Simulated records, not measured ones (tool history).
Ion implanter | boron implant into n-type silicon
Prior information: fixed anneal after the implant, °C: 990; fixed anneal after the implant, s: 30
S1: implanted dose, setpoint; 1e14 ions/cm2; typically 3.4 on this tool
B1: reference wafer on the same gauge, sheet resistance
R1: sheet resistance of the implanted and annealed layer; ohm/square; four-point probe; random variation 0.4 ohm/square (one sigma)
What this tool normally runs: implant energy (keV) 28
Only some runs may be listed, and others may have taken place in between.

{"run": 1, "hour": 0.0, "S1": 4.15, "implant energy (keV)": 31, "B1": 295.14, "R1": 218.01}
{"run": 2, "hour": 6.7, "S1": 4.15, "implant energy (keV)": 31, "B1": 295.08, "R1": 217.9}
{"run": 3, "hour": 12.9, "S1": 4.15, "implant energy (keV)": 31, "B1": 294.92, "R1": 217.89}
{"run": 4, "hour": 24.5, "S1": 3.4, "implant energy (keV)": 35.5, "B1": 294.9, "R1": 251.47}
{"run": 5, "hour": 41.3, "S1": 2.92, "implant energy (keV)": 28, "B1": 295.04, "R1": 290.41}
{"run": 6, "hour": 50.3, "S1": 2.92, "implant energy (keV)": 28, "B1": 294.92, "R1": 289.65}
{"run": 7, "hour": 56.5, "S1": 2.92, "implant energy (keV)": 28, "B1": 295.07, "R1": 289.53}
{"run": 8, "hour": 62.7, "S1": 3.4, "implant energy (keV)": 28, "B1": 295.02, "R1": 256.75}
{"run": 9, "hour": 76.0, "S1": 3.4, "implant energy (keV)": 31.5, "B1": 295.12, "R1": 254.17}
{"run": 10, "hour": 90.1, "S1": 3.4, "implant energy (keV)": 31.5, "B1": 294.9, "R1": 254.21}
{"run": 11, "hour": 102.1, "S1": 3.4, "implant energy (keV)": 31.5, "B1": 295.09, "R1": 253.79}
{"hour": 102.9, "done": "gauge calibrated"}
{"run": 12, "hour": 118.3, "S1": 3.95, "implant energy (keV)": 28, "B1": 294.98, "R1": 228.65}
{"hour": 140.6, "done": "extraction supply calibrated"}
{"run": 13, "hour": 141.1, "S1": 3.88, "implant energy (keV)": 23, "B1": 294.95, "R1": 234.63}
{"run": 14, "hour": 145.5, "S1": 2.75, "implant energy (keV)": 32.5, "B1": 294.87, "R1": 297.59}
{"run": 15, "hour": 156.9, "S1": 3.73, "implant energy (keV)": 35, "B1": 294.97, "R1": 232.85}
{"run": 16, "hour": 164.0, "S1": 4.29, "implant energy (keV)": 35.5, "B1": 294.94, "R1": 208.92}
{"run": 17, "hour": 175.2, "S1": 2.58, "implant energy (keV)": 23.5, "B1": 295.13, "R1": 322.9}
{"run": 18, "hour": 184.7, "S1": 2.81, "implant energy (keV)": 34.5, "B1": 295.06, "R1": 291.26}
{"hour": 196.0, "done": "Faraday cup replaced and dose calibrated"}
{"run": 19, "hour": 200.2, "S1": 3.88, "implant energy (keV)": 20.5, "B1": 295.09, "R1": 245.65}
{"run": 20, "hour": 216.8, "S1": 3.4, "implant energy (keV)": 28, "B1": 294.85, "R1": 265.1}
{"run": 21, "hour": 223.0, "S1": 3.4, "implant energy (keV)": 28, "B1": 295, "R1": 265.08}
{"run": 22, "hour": 232.4, "S1": 3.4, "implant energy (keV)": 34, "B1": 295.06, "R1": 259.99}
{"run": 23, "hour": 239.1, "S1": 2.44, "implant energy (keV)": 25, "B1": 295.07, "R1": 346.44}
{"run": 24, "hour": 255.7, "S1": 3.8, "implant energy (keV)": 28, "B1": 295.11, "R1": 242.64}
{"run": 25, "hour": 270.9, "S1": 2.55, "implant energy (keV)": 32, "B1": 295, "R1": 325.67}

Pick out some run-to-run changes in R1. Of each, how much would a tool without hidden state show as well, from the settings, what came in and chance, and how much is left for the hidden state and any gauge scatter not in both results compared?
The hidden state here: deviation of the true dose from the Faraday cup's reading, %; deviation of the true energy from its setpoint, %; gauge reads high (%).
Run 16 -> 17: S1 4.29 -> 2.58, implant energy (keV) 35.5 -> 23.5. R1 +113.98 ohm/square: hidden state -4.37, all else +118.35.
Run 18 -> 19: S1 2.81 -> 3.88, implant energy (keV) 34.5 -> 20.5, Faraday cup replaced and dose calibrated. R1 -45.61 ohm/square: hidden state +10.14, all else -55.75.
Run 23 -> 24: S1 2.44 -> 3.8, implant energy (keV) 25 -> 28. R1 -103.8 ohm/square: hidden state +0.37, all else -104.17.
